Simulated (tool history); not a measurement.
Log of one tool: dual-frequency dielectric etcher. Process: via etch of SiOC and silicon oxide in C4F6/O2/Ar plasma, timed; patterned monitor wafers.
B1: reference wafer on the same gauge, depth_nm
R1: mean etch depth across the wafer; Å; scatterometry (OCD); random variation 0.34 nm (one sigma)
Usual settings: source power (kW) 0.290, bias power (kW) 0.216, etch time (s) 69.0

Run 1, hour 0.0: usual settings; B1 73.1. Result: R1 687 Å.
At hour 29.2: source power generator calibrated.
At hour 36.3: wet clean of the chamber.
Run 2, hour 36.8: usual settings but etch time (s) 59.5; B1 73.0. Result: R1 616 Å.
Run 3, hour 45.0: usual settings but etch time (s) 59.5; B1 73.0. Result: R1 618 Å.
Run 4, hour 99.8: usual settings but etch time (s) 59.5; B1 73.0. Result: R1 613 Å.
Run 5, hour 133.5: usual settings but source power (kW) 0.330; B1 73.1. Result: R1 746 Å.
Run 6, hour 154.6: usual settings but source power (kW) 0.330; B1 73.0. Result: R1 747 Å.
Run 7, hour 188.0: usual settings but bias power (kW) 0.261, etch time (s) 81.0; B1 73.1. Result: R1 886 Å.
Run 8, hour 219.6: usual settings but bias power (kW) 0.243, etch time (s) 54.5; B1 73.0. Result: R1 582 Å.
At hour 241.7: gauge calibrated.
Run 9, hour 245.4: usual settings but source power (kW) 0.220, etch time (s) 78.0; B1 73.0. Result: R1 698 Å.
Run 10, hour 275.0: usual settings but bias power (kW) 0.177; B1 73.2. Result: R1 644 Å.
Run 11, hour 292.5: usual settings but bias power (kW) 0.177; B1 73.1. Result: R1 645 Å.
Run 12, hour 309.9: usual settings but source power (kW) 0.240; B1 73.1. Result: R1 645 Å.
Run 13, hour 335.3: usual settings but source power (kW) 0.340, etch time (s) 62.5; B1 73.1. Result: R1 678 Å.
Run 14, hour 365.7: usual settings but bias power (kW) 0.188; B1 73.2. Result: R1 659 Å.
At hour 415.2: wet clean of the chamber.
Run 15, hour 415.7: usual settings but source power (kW) 0.350, bias power (kW) 0.234; B1 73.1. Result: R1 791 Å.
Run 16, hour 421.8: usual settings but source power (kW) 0.310, bias power (kW) 0.269; B1 73.1. Result: R1 792 Å.
Run 17, hour 437.9: usual settings but etch time (s) 84.0; B1 73.1. Result: R1 859 Å.
Run 18, hour 495.0: usual settings but source power (kW) 0.350, bias power (kW) 0.191, etch time (s) 77.0; B1 73.1. Result: R1 811 Å.
Run 19, hour 515.2: usual settings but source power (kW) 0.330; B1 73.1. Result: R1 741 Å.
Run 20, hour 545.8: usual settings but source power (kW) 0.340, bias power (kW) 0.173; B1 73.0. Result: R1 689 Å.
Run 21, hour 577.8: usual settings; B1 73.0. Result: R1 706 Å.
Run 22, hour 594.2: usual settings but source power (kW) 0.330, etch time (s) 87.0; B1 73.2. Result: R1 927 Å.
Run 23, hour 626.5: usual settings but bias power (kW) 0.172; B1 73.1. Result: R1 638 Å.
Run 24, hour 644.7: usual settings but source power (kW) 0.230, bias power (kW) 0.179, etch time (s) 49.0; B1 73.1. Result: R1 414 Å.
Run 25, hour 656.9: usual settings but source power (kW) 0.250; B1 73.0. Result: R1 650 Å.
Run 26, hour 692.4: usual settings; B1 73.1. Result: R1 694 Å.

Forecast run 27:
Run 27, hour 709.8: usual settings but source power (kW) 0.230, bias power (kW) 0.177, etch time (s) 55.5; B1 ?. Result: R1 ?.

{"run 27": {"B1": 73.2, "R1": 469}}
Without the tool's hidden state the same run would have given R1 484 Å.
